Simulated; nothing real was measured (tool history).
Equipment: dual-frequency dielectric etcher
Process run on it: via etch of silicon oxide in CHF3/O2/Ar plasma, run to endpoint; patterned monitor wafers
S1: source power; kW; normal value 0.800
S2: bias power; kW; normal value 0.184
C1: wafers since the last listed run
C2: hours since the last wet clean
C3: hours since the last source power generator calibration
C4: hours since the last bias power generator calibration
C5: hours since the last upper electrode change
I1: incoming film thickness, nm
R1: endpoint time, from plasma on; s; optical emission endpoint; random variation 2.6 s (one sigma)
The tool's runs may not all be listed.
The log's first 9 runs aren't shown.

| run | hour | S1 | S2 | C1 | C2 | C3 | C4 | C5 | I1 | R1 |
|---|---|---|---|---|---|---|---|---|---|---|
| 10 | 837.0 | 0.800 | 0.184 | 249 | 377.7 | 558.9 | 4156.2 | 392.9 | 663.2 | 304.3 |
| 11 | 917.0 | 0.800 | 0.184 | 316 | 457.7 | 638.9 | 4236.2 | 472.9 | 663.2 | 303.8 |
| 12 | 1023.7 | 0.630 | 0.200 | 421 | 564.4 | 745.6 | 4342.9 | 579.6 | 657.2 | 328.8 |
| 13 | 1127.1 | 0.720 | 0.219 | 408 | 667.8 | 849.0 | 4446.3 | 683.0 | 663.3 | 298.9 |
|  | 1168.1 | wet clean of the chamber |
| 14 | 1225.5 | 0.950 | 0.197 | 294 | 57.4 | 947.4 | 4544.7 | 781.4 | 662.4 | 269.9 |
| 15 | 1283.7 | 0.900 | 0.200 | 230 | 115.6 | 1005.6 | 4602.9 | 839.6 | 662.3 | 276.4 |
| 16 | 1361.1 | 0.800 | 0.163 | 305 | 193.0 | 1083.0 | 4680.3 | 917.0 | 667.1 | 311.6 |
| 17 | 1438.3 | 0.800 | 0.159 | 305 | 270.2 | 1160.2 | 4757.5 | 994.2 | 664.9 | 314.8 |
| 18 | 1479.7 | 0.660 | 0.139 | 163 | 311.6 | 1201.6 | 4798.9 | 1035.6 | 659.3 | 353.8 |
|  | 1688.2 | bias power generator calibrated |
| 19 | 1746.8 | 0.920 | 0.199 | 1039 | 578.7 | 1468.7 | 58.6 | 1302.7 | 663.0 | 279.7 |
|  | 1900.6 | wet clean of the chamber |
| 20 | 1960.8 | 0.730 | 0.147 | 750 | 60.2 | 1682.7 | 272.6 | 1516.7 | 662.0 | 330.1 |
| 21 | 2067.5 | 0.960 | 0.168 | 421 | 166.9 | 1789.4 | 379.3 | 1623.4 | 659.6 | 287.0 |
| 22 | 2124.4 | 0.800 | 0.155 | 224 | 223.8 | 1846.3 | 436.2 | 1680.3 | 668.3 | 316.2 |
| 23 | 2174.4 | 0.800 | 0.184 | 197 | 273.8 | 1896.3 | 486.2 | 1730.3 | 668.5 | 304.3 |
|  | 2254.0 | source power generator calibrated |
| 24 | 2257.6 | 0.600 | 0.184 | 313 | 357.0 | 3.6 | 569.4 | 1813.5 | 666.5 | 337.0 |
| 25 | 2311.8 | 0.800 | 0.164 | 214 | 411.2 | 57.8 | 623.6 | 1867.7 | 660.0 | 315.6 |

What will run 26 give?
| 26 | 2387.6 | 0.710 | 0.196 | 299 | 487.0 | 133.6 | 699.4 | 1943.5 | 664.9 | ? |

Run 26 measured R1 312.5 s.
Take away the tool's hidden state, keep the run-to-run variation as it was, and the same run would have given R1 302.5 s.

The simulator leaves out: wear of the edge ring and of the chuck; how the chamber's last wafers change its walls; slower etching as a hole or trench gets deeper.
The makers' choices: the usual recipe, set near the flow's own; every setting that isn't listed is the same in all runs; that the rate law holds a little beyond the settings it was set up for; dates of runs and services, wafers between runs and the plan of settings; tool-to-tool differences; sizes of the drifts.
